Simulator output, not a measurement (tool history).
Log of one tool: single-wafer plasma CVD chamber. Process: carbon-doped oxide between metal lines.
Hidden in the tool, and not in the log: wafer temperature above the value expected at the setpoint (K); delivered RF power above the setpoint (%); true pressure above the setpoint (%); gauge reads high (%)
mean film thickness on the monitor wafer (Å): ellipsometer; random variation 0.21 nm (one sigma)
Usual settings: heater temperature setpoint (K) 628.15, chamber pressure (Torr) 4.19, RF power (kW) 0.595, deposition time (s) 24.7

run	day	heater temperature setpoint (K)	chamber pressure (Torr)	RF power (kW)	deposition time (s)	wafers since the last listed run	hours since the last thermocouple change	hours since the last RF generator calibration	hours since the last manometer calibration	hours since the showerhead was replaced	hours since the gauge calibration	read-back reference wafer on the same gauge, thickness_nm	mean film thickness on the monitor wafer (Å)
1	0	628.15	4.19	0.51	24.7	0	2229.8	1880.1	2059.1	5573.7	162	117.98	1301.78
2	0.292	628.15	4.19	0.51	24.7	146	2236.8	1887.1	2066.1	5580.7	169	118.025	1306.37
3	1.029	628.15	4.19	0.51	24.7	371	2254.5	1904.8	2083.8	5598.4	186.7	118.028	1300.89
4	1.375	632.15	4.19	0.595	24.7	173	2262.8	1913.1	2092.1	5606.7	195	117.963	1365.16
5	1.738	632.15	4.19	0.595	24.7	182	2271.5	1921.8	2100.8	5615.4	203.7	117.936	1361.17
# day 2.05: gauge calibrated
6	2.146	632.15	4.19	0.595	24.7	205	2281.3	1931.6	2110.6	5625.2	2.3	118.035	1365.11
7	2.4	628.15	4.19	0.595	24.7	127	2287.4	1937.7	2116.7	5631.3	8.4	118.017	1381.02
8	2.667	636.15	4.19	0.595	24.7	134	2293.8	1944.1	2123.1	5637.7	14.8	118	1348.73
9	3.067	636.15	4.19	0.595	24.7	201	2303.4	1953.7	2132.7	5647.3	24.4	117.988	1350.52
10	3.708	636.15	4.19	0.685	28.7	322	2318.8	1969.1	2148.1	5662.7	39.8	118.012	1655.65
11	4.333	642.15	3.41	0.505	24.7	314	2333.8	1984.1	2163.1	5677.7	54.8	118.005	1214.22
# day 4.738: capacitance manometer re-zeroed and calibrated
12	5.071	624.15	4.88	0.545	24.7	203	2351.5	2001.8	8	5695.4	72.5	118.08	1379.37
# day 5.492: showerhead replaced
13	5.692	628.15	4.19	0.595	24.7	144	2366.4	2016.7	22.9	4.8	87.4	118.034	1378.28
14	5.988	628.15	4.19	0.595	24.7	148	2373.5	2023.8	30	11.9	94.5	118.018	1379.67
15	6.658	618.15	3.49	0.49	20.7	337	2389.6	2039.9	46.1	28	110.6	118.017	1087.63
# day 7.525: thermocouple changed; heater temperature recalibrated
# day 7.85: RF generator calibrated
16	7.871	623.15	4.19	0.595	24.7	279	8.3	0.5	75.2	57.1	139.7	118.055	1373.9
17	7.883	616.15	3.83	0.595	24.7	6	8.6	0.8	75.5	57.4	140	118.005	1383.66
18	8.296	628.15	4.19	0.485	29.4	207	18.5	10.7	85.4	67.3	149.9	117.991	1489.7
19	8.671	635.15	4.19	0.69	24.7	188	27.5	19.7	94.4	76.3	158.9	118.016	1407.24
20	9.383	632.15	4.19	0.595	24.7	358	44.6	36.8	111.5	93.4	176	118.05	1333.11
21	9.988	628.15	4.19	0.595	24.7	303	59.1	51.3	126	107.9	190.5	118.082	1353.58
# day 10.596: RF generator calibrated, repeated, since the last time left the tool worse
# day 11.421: gauge calibrated
22	11.608	628.15	4.19	0.595	24.7	647	98	24.3	164.9	146.8	4.5	118.012	1411.32
23	11.908	628.15	5.12	0.595	24.7	150	105.2	31.5	172.1	154	11.7	117.956	1452.32
24	12.583	642.15	4.19	0.71	20.3	339	121.4	47.7	188.3	170.2	27.9	117.963	1199.69
25	13.308	635.15	4.19	0.705	24.7	364	138.8	65.1	205.7	187.6	45.3	118.021	1477.98
26	13.779	628.15	4.19	0.595	24.7	236	150.1	76.4	217	198.9	56.6	118.024	1404.19
27	14.042	618.15	4.81	0.595	20.3	132	156.4	82.7	223.3	205.2	62.9	117.972	1222.33

Forecast each of these 5 alternatives for the next run:
A	14.058	628.15	4.19	0.595	24.7	8	156.8	83.1	223.7	205.6	63.3	?	?
B	14.058	628.15	4.19	0.595	20	8	156.8	83.1	223.7	205.6	63.3	?	?
C	14.058	633.15	4.46	0.595	24.7	8	156.8	83.1	223.7	205.6	63.3	?	?
D	14.058	643.15	4.19	0.595	24.7	8	156.8	83.1	223.7	205.6	63.3	?	?
E	14.058	614.15	4.19	0.53	24.7	8	156.8	83.1	223.7	205.6	63.3	?	?

run	read-back reference wafer on the same gauge, thickness_nm	mean film thickness on the monitor wafer (Å)
A	118.045	1406.12
B	118.045	1142.54
C	118.045	1398.44
D	118.045	1349.7
E	118.045	1407.21
Without the tool's hidden state the same runs would have given:
run	mean film thickness on the monitor wafer (Å)
A	1408.18
B	1144.21
C	1400.48
D	1351.68
E	1409.27
